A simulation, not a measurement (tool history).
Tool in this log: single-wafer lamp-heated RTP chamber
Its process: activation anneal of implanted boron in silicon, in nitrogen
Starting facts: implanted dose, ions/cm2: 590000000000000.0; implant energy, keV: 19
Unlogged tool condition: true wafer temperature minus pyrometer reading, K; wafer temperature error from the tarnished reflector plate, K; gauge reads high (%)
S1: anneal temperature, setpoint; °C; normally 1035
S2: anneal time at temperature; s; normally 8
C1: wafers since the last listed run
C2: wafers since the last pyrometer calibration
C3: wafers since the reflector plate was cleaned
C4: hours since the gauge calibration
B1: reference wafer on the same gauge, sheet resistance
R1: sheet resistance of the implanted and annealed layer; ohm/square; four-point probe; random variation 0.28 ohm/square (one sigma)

Run 1, hour 0.0: usual settings; C1 0; C2 1027; C3 9907; C4 75.9; B1 208.06. Result: R1 186.05 ohm/square.
Run 2, hour 52.0: usual settings; C1 777; C2 1804; C3 10684; C4 127.9; B1 208.25. Result: R1 185.03 ohm/square.
At hour 73.0: pyrometer window cleaned and pyrometer calibrated.
Run 3, hour 111.6: usual settings; C1 771; C2 577; C3 11455; C4 187.5; B1 208.10. Result: R1 185.11 ohm/square.
Run 4, hour 150.4: usual settings; C1 579; C2 1156; C3 12035; C4 226.3; B1 208.03. Result: R1 185.24 ohm/square.
Run 5, hour 191.2: usual settings but S2 11 s; C1 609; C2 1766; C3 12645; C4 267.1; B1 207.85. Result: R1 184.01 ohm/square.
Run 6, hour 223.8: usual settings but S2 11 s; C1 487; C2 2253; C3 13132; C4 299.7; B1 207.84. Result: R1 183.94 ohm/square.
At hour 244.5: pyrometer window cleaned and pyrometer calibrated.
At hour 275.4: reflector plate cleaned.
Run 7, hour 275.9: usual settings but S2 11 s; C1 539; C2 350; C3 7; C4 351.8; B1 207.65. Result: R1 184.52 ohm/square.
Run 8, hour 333.1: usual settings but S1 1022 °C; C1 854; C2 1205; C3 862; C4 409.0; B1 207.29. Result: R1 185.94 ohm/square.
At hour 386.3: pyrometer window cleaned and pyrometer calibrated.
Run 9, hour 386.8: usual settings but S2 11 s; C1 682; C2 7; C3 1545; C4 462.7; B1 207.07. Result: R1 184.02 ohm/square.
Run 10, hour 454.5: usual settings but S1 1023 °C, S2 3 s; C1 1011; C2 1019; C3 2557; C4 530.4; B1 206.65. Result: R1 186.59 ohm/square.
At hour 517.3: pyrometer window cleaned and pyrometer calibrated.
Run 11, hour 518.4: usual settings but S1 1021 °C, S2 10 s; C1 835; C2 15; C3 3392; C4 594.3; B1 206.38. Result: R1 184.44 ohm/square.
At hour 533.4: gauge calibrated.
Run 12, hour 569.3: usual settings but S1 1045 °C, S2 6 s; C1 760; C2 776; C3 4153; C4 35.9; B1 207.81. Result: R1 184.88 ohm/square.
Run 13, hour 631.9: usual settings but S1 1016 °C, S2 11 s; C1 935; C2 1711; C3 5088; C4 98.5; B1 207.94. Result: R1 186.92 ohm/square.
At hour 667.9: pyrometer window cleaned and pyrometer calibrated.
Run 14, hour 694.7: usual settings; C1 818; C2 400; C3 5907; C4 161.3; B1 207.80. Result: R1 184.74 ohm/square.
Run 15, hour 735.6: usual settings; C1 611; C2 1011; C3 6518; C4 202.2; B1 207.73. Result: R1 184.63 ohm/square.

Forecast each of these 5 alternatives for the next run:
Run A, hour 736.0: usual settings; C1 5; C2 1017; C3 6524; C4 202.6; B1 ?. Result: R1 ?.
Run B, hour 736.0: usual settings but S1 1053 °C, S2 6 s; C1 5; C2 1017; C3 6524; C4 202.6; B1 ?. Result: R1 ?.
Run C, hour 736.0: usual settings but S1 1015 °C, S2 5 s; C1 5; C2 1017; C3 6524; C4 202.6; B1 ?. Result: R1 ?.
Run D, hour 736.0: usual settings but S1 1011 °C, S2 12 s; C1 5; C2 1017; C3 6524; C4 202.6; B1 ?. Result: R1 ?.
Run E, hour 736.0: usual settings but S1 1059 °C; C1 5; C2 1017; C3 6524; C4 202.6; B1 ?. Result: R1 ?.

run      B1      R1
  A  207.67  184.66
  B  207.67  183.91
  C  207.67  188.27
  D  207.67  187.04
  E  207.67  183.24
The same runs, with their run-to-run variation unchanged, on a tool lacking any hidden condition would have given:
run      R1
  A  184.95
  B  184.20
  C  188.56
  D  187.34
  E  183.52

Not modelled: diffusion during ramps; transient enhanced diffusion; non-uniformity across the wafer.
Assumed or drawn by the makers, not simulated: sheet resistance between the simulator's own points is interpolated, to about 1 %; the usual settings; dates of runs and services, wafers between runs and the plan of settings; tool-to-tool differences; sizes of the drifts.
